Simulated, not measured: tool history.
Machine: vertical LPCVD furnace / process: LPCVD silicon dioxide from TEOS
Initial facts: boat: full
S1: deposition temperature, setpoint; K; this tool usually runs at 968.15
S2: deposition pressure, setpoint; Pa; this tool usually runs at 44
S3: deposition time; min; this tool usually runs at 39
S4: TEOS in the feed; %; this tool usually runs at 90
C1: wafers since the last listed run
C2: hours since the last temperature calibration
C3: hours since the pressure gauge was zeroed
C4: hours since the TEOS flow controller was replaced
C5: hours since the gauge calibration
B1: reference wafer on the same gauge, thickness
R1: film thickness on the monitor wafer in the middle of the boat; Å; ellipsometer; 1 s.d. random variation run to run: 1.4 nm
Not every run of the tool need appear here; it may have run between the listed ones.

run	hour	S1	S2	S3	S4	C1	C2	C3	C4	C5	B1	R1
1	0	968.15	44	39	90	0	3891.2	1762.5	5218.7	448.7	293.59	3544.2
2	68.2	968.15	44	39	90	1329	3959.4	1830.7	5286.9	516.9	293.86	3539.2
3	136.8	968.15	44	39	90	1337	4028	1899.3	5355.5	585.5	293.89	3554.3
4	208.2	968.15	44	39	90	1391	4099.4	1970.7	5426.9	656.9	294.49	3529.7
5	275.2	968.15	44	39	90	1305	4166.4	2037.7	5493.9	723.9	293.67	3549.5
# hour 349.9: gauge calibrated
6	377.4	968.15	44	39	90	1992	4268.6	2139.9	5596.1	27.5	293.85	3545.9
7	456.2	968.15	44	32	90	1535	4347.4	2218.7	5674.9	106.3	293.96	2926.7
# hour 486.3: thermocouples replaced and temperature profile calibrated
# hour 506: pressure gauge zeroed
8	526.5	968.15	44	32	90	518	40.2	20.5	5745.2	176.6	293.88	2680.9
9	572.6	968.15	39.3	39	90	898	86.3	66.6	5791.3	222.7	294.27	3109.7
10	632.8	968.15	50.7	39	79	1173	146.5	126.8	5851.5	282.9	294.33	3305.2
# hour 666.6: TEOS flow controller replaced
11	680.3	965.15	50	33	79	458	194	174.3	13.7	330.4	294.17	2594.2
12	777	962.15	44	39	90	1884	290.7	271	110.4	427.1	293.85	2860.7
13	855.1	968.15	44	39	90	1522	368.8	349.1	188.5	505.2	294.06	3309.7
14	915.4	980.15	49.3	51.5	73	1175	429.1	409.4	248.8	565.5	294.14	5523.4
15	993.5	961.15	52.7	31	97	1522	507.2	487.5	326.9	643.6	294.45	2585.7
16	1032.5	968.15	44	39	90	760	546.2	526.5	365.9	682.6	294.05	3342.2

5 ways to go on from here, each from the tool as it stands after run 16. What would each give?
A	1036.4	968.15	44	39	90	76	550.1	530.4	369.8	686.5	?	?
B	1036.4	968.15	49.3	28	79	76	550.1	530.4	369.8	686.5	?	?
C	1036.4	968.15	52	39	90	76	550.1	530.4	369.8	686.5	?	?
D	1036.4	968.15	44	35	82	76	550.1	530.4	369.8	686.5	?	?
E	1036.4	976.15	50.7	27	90	76	550.1	530.4	369.8	686.5	?	?

run	B1	R1
A	294.5	3336.2
B	294.5	2376.2
C	294.5	3626.8
D	294.5	2857.9
E	294.5	2984.7
Without the tool's unlogged condition, the same runs would have read:
run	R1
A	3212.6
B	2288.1
C	3492.4
D	2752
E	2875.8

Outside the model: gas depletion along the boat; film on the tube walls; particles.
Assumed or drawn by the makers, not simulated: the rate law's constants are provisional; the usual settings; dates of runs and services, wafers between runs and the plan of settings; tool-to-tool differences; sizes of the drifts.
